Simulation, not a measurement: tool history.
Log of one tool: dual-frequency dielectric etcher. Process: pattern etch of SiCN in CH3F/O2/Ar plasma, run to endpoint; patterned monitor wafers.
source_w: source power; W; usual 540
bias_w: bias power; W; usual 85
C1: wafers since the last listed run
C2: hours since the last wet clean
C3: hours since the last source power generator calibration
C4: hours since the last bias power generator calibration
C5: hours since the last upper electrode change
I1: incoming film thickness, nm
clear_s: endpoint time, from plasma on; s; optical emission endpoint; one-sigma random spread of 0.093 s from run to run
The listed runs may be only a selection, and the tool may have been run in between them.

run 1 hour=0.0 | source_w=540 bias_w=85 | C1=0 C2=187.2 C3=1886.0 C4=3691.9 C5=4526.8 | I1=6.40 | clear_s=12.1
run 2 hour=35.5 | source_w=540 bias_w=78 | C1=543 C2=222.7 C3=1921.5 C4=3727.4 C5=4562.3 | I1=6.41 | clear_s=12.6
run 3 hour=66.1 | source_w=540 bias_w=92 | C1=468 C2=253.3 C3=1952.1 C4=3758.0 C5=4592.9 | I1=6.36 | clear_s=11.9
run 4 hour=86.6 | source_w=540 bias_w=92 | C1=313 C2=273.8 C3=1972.6 C4=3778.5 C5=4613.4 | I1=6.41 | clear_s=11.9
run 5 hour=110.9 | source_w=540 bias_w=92 | C1=372 C2=298.1 C3=1996.9 C4=3802.8 C5=4637.7 | I1=6.32 | clear_s=11.8
run 6 hour=145.7 | source_w=540 bias_w=75 | C1=532 C2=332.9 C3=2031.7 C4=3837.6 C5=4672.5 | I1=6.37 | clear_s=12.2
-- hour=157.3 source power generator calibrated
run 7 hour=168.2 | source_w=540 bias_w=75 | C1=283 C2=355.4 C3=10.9 C4=3860.1 C5=4695.0 | I1=6.32 | clear_s=12.1
run 8 hour=188.8 | source_w=540 bias_w=75 | C1=315 C2=376.0 C3=31.5 C4=3880.7 C5=4715.6 | I1=6.34 | clear_s=12.1
-- hour=225.8 wet clean of the chamber
run 9 hour=226.3 | source_w=540 bias_w=69 | C1=206 C2=0.5 C3=69.0 C4=3918.2 C5=4753.1 | I1=6.44 | clear_s=12.2
run 10 hour=245.8 | source_w=460 bias_w=70 | C1=298 C2=20.0 C3=88.5 C4=3937.7 C5=4772.6 | I1=6.36 | clear_s=12.5
-- hour=289.8 wet clean of the chamber, repeated, since the last time left the tool worse
-- hour=312.1 upper electrode replaced
run 11 hour=312.6 | source_w=460 bias_w=85 | C1=314 C2=22.8 C3=155.3 C4=4004.5 C5=0.5 | I1=6.35 | clear_s=12.7
run 12 hour=334.1 | source_w=640 bias_w=93 | C1=329 C2=44.3 C3=176.8 C4=4026.0 C5=22.0 | I1=6.43 | clear_s=11.6
-- hour=341.7 bias power generator calibrated
run 13 hour=350.3 | source_w=540 bias_w=93 | C1=186 C2=60.5 C3=193.0 C4=8.6 C5=38.2 | I1=6.37 | clear_s=12.1
run 14 hour=369.7 | source_w=440 bias_w=100 | C1=297 C2=79.9 C3=212.4 C4=28.0 C5=57.6 | I1=6.46 | clear_s=12.6
run 15 hour=386.0 | source_w=640 bias_w=93 | C1=249 C2=96.2 C3=228.7 C4=44.3 C5=73.9 | I1=6.35 | clear_s=11.4
run 16 hour=419.9 | source_w=540 bias_w=85 | C1=519 C2=130.1 C3=262.6 C4=78.2 C5=107.8 | I1=6.35 | clear_s=12.2

Run 17 has not been measured yet. What should we expect?
run 17 hour=434.1 | source_w=430 bias_w=68 | C1=217 C2=144.3 C3=276.8 C4=92.4 C5=122.0 | I1=6.34 | clear_s=?

Logged for run 17: clear_s 13.3 s.
Had the tool carried no hidden state, the very same run would have given clear_s 13.5 s.

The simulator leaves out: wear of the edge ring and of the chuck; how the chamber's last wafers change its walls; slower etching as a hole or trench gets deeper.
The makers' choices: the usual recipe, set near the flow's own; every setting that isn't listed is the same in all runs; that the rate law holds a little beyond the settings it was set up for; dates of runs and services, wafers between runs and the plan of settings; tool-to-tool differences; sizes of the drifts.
